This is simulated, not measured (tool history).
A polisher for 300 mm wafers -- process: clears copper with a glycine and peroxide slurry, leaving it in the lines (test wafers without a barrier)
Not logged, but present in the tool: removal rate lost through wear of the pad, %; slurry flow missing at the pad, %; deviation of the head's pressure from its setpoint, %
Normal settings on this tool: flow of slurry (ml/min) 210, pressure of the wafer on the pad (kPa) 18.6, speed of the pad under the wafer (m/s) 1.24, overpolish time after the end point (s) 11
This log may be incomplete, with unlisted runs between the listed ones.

run	hour	flow of slurry (ml/min)	pressure of the wafer on the pad (kPa)	speed of the pad under the wafer (m/s)	overpolish time after the end point (s)	wafers since the last listed run	wafers polished on this pad	hours since the slurry nozzle was cleaned	hours since the head pressure was calibrated	incoming thickness of the incoming film, nm	time until the end point was called (s)	dishing of a wide line in a test structure (nm)
1	0	210	18.6	1.24	11	0	2001	66.2	331.3	510.6	83.9	37.4
# hour 17.1: worn pad replaced by a new one
2	39	210	18.6	1.24	11	297	185	105.2	370.3	509.4	74.3	39.9
# hour 49.6: head pressure recalibrated
3	98.5	210	18.6	1.24	11	487	673	164.7	48.9	517.2	83.4	36.4
4	147.5	210	18.6	1.24	11	415	1089	213.7	97.9	519.8	86.8	37.9
5	207.1	210	18.6	1.24	11	505	1595	273.3	157.5	522.3	85.1	36.7
# hour 273.3: worn pad replaced by a new one
6	279	210	18.6	1.24	11	576	48	345.2	229.4	511.9	76.4	38.9
7	319.7	210	18.6	0.92	11	345	393	385.9	270.1	524.1	95	35.3
8	347.7	210	18.6	0.92	11	237	631	413.9	298.1	520	92.9	34.5
9	398.3	210	18.6	1.1	11	429	1060	464.5	348.7	521.9	87.1	37.1
10	436.6	210	18.6	1.24	11	325	1385	502.8	387	529.7	81.1	38.1
# hour 465: head pressure recalibrated
# hour 500.9: slurry nozzle cleaned
11	505.3	210	18.6	1.24	11	557	1943	4.4	40.3	521.6	92.3	35.2
# hour 522.6: worn pad replaced by a new one
12	575.3	210	18.6	1.24	11	560	446	74.4	110.3	519	84.4	38.3
13	633.7	270	18.6	1.24	11	495	942	132.8	168.7	511.8	81.6	38.9
14	675.7	155	18.6	1.24	11	356	1299	174.8	210.7	514.7	88.5	37.1
15	702.2	210	18.6	1.24	11	224	1523	201.3	237.2	519.6	85	38.2
16	767.2	190	18.6	1.62	11	551	2075	266.3	302.2	522.7	73.7	39.9
# hour 790.1: worn pad replaced by a new one
17	791.3	210	18.6	1.24	11	170	10	290.4	326.3	512.7	75.6	39.8
# hour 816.2: head pressure recalibrated
18	848.1	190	18.6	1.62	11	465	475	347.2	31.9	522.2	70.5	40.8
19	877.6	210	18.6	1.08	6	250	725	376.7	61.4	521	94.5	22.7
20	911.5	245	18.6	1.24	11	287	1013	410.6	95.3	517.3	85.1	38.5
21	978.6	180	18.6	1.24	11	569	1583	477.7	162.4	512.9	87.5	36.8
# hour 1036.6: worn pad replaced by a new one
22	1044.1	210	18.6	1.46	15	521	64	543.2	227.9	519.7	73.2	48.7
# hour 1103.3: slurry nozzle cleaned
23	1111.2	265	18.6	0.92	11	560	624	7.9	295	524.7	96.5	35.8
# hour 1175.3: head pressure recalibrated
24	1177.6	285	18.6	1.24	11	546	1171	74.3	2.3	521.8	87.5	36.3
25	1203.5	175	23.4	1.24	11	219	1391	100.2	28.2	513.5	74.6	39.8

Hidden state at the last listed run before each entry between runs and at the first one after, where it differs:
In the gap between runs 1 and 2: worn pad replaced by a new one (hour 17.1)
  removal rate lost through wear of the pad, %: 10.3 -> 1.39; deviation of the head's pressure from its setpoint, %: 9.98 -> 11.2
  measured less the result without the state, time until the end point was called (s): +2.3 -> -5.9; dishing of a wide line in a test structure (nm): -0.6 -> +1.8
In the gap between runs 2 and 3: head pressure recalibrated (hour 49.6)
  removal rate lost through wear of the pad, %: 1.39 -> 3.8; deviation of the head's pressure from its setpoint, %: 11.2 -> 2.2
  measured less the result without the state, time until the end point was called (s): -5.9 -> +1.7; dishing of a wide line in a test structure (nm): +1.8 -> -0.4
In the gap between runs 5 and 6: worn pad replaced by a new one (hour 273.3)
  removal rate lost through wear of the pad, %: 8.2 -> 0.255; deviation of the head's pressure from its setpoint, %: 5.67 -> 7.96
  measured less the result without the state, time until the end point was called (s): +3.2 -> -5; dishing of a wide line in a test structure (nm): -0.9 -> +1.5
In the gap between runs 10 and 11: head pressure recalibrated (hour 465); slurry nozzle cleaned (hour 500.9)
  removal rate lost through wear of the pad, %: 6.64 -> 9.42; deviation of the head's pressure from its setpoint, %: 13 -> 1.99
  measured less the result without the state, time until the end point was called (s): -2.9 -> +7.3; dishing of a wide line in a test structure (nm): +0.8 -> -1.8
In the gap between runs 11 and 12: worn pad replaced by a new one (hour 522.6)
  removal rate lost through wear of the pad, %: 9.42 -> 3.43; deviation of the head's pressure from its setpoint, %: 1.99 -> 4.22
  measured less the result without the state, time until the end point was called (s): +7.3 -> -0.1; dishing of a wide line in a test structure (nm): -1.8 -> +0
In the gap between runs 16 and 17: worn pad replaced by a new one (hour 790.1)
  removal rate lost through wear of the pad, %: 11.2 -> 0.0814; deviation of the head's pressure from its setpoint, %: 10.3 -> 11.1
  measured less the result without the state, time until the end point was called (s): +2.3 -> -7; dishing of a wide line in a test structure (nm): -0.7 -> +2.1
In the gap between runs 17 and 18: head pressure recalibrated (hour 816.2)
  removal rate lost through wear of the pad, %: 0.0814 -> 2.38; deviation of the head's pressure from its setpoint, %: 11.1 -> 0.467
  measured less the result without the state, time until the end point was called (s): -7 -> +1.4; dishing of a wide line in a test structure (nm): +2.1 -> -0.4
In the gap between runs 21 and 22: worn pad replaced by a new one (hour 1036.6)
  removal rate lost through wear of the pad, %: 7.67 -> 0.41; deviation of the head's pressure from its setpoint, %: 4.63 -> 6.72
  measured less the result without the state, time until the end point was called (s): +3.5 -> -3.9; dishing of a wide line in a test structure (nm): -1 -> +1.2
In the gap between runs 22 and 23: slurry nozzle cleaned (hour 1103.3)
  removal rate lost through wear of the pad, %: 0.41 -> 3.13; deviation of the head's pressure from its setpoint, %: 6.72 -> 8.86
  measured less the result without the state, time until the end point was called (s): -3.9 -> -3.8; dishing of a wide line in a test structure (nm): +1.2 -> +0.9
In the gap between runs 23 and 24: head pressure recalibrated (hour 1175.3)
  removal rate lost through wear of the pad, %: 3.13 -> 5.82; deviation of the head's pressure from its setpoint, %: 8.86 -> -1.03
  measured less the result without the state, time until the end point was called (s): -3.8 -> +5.8; dishing of a wide line in a test structure (nm): +0.9 -> -1.6
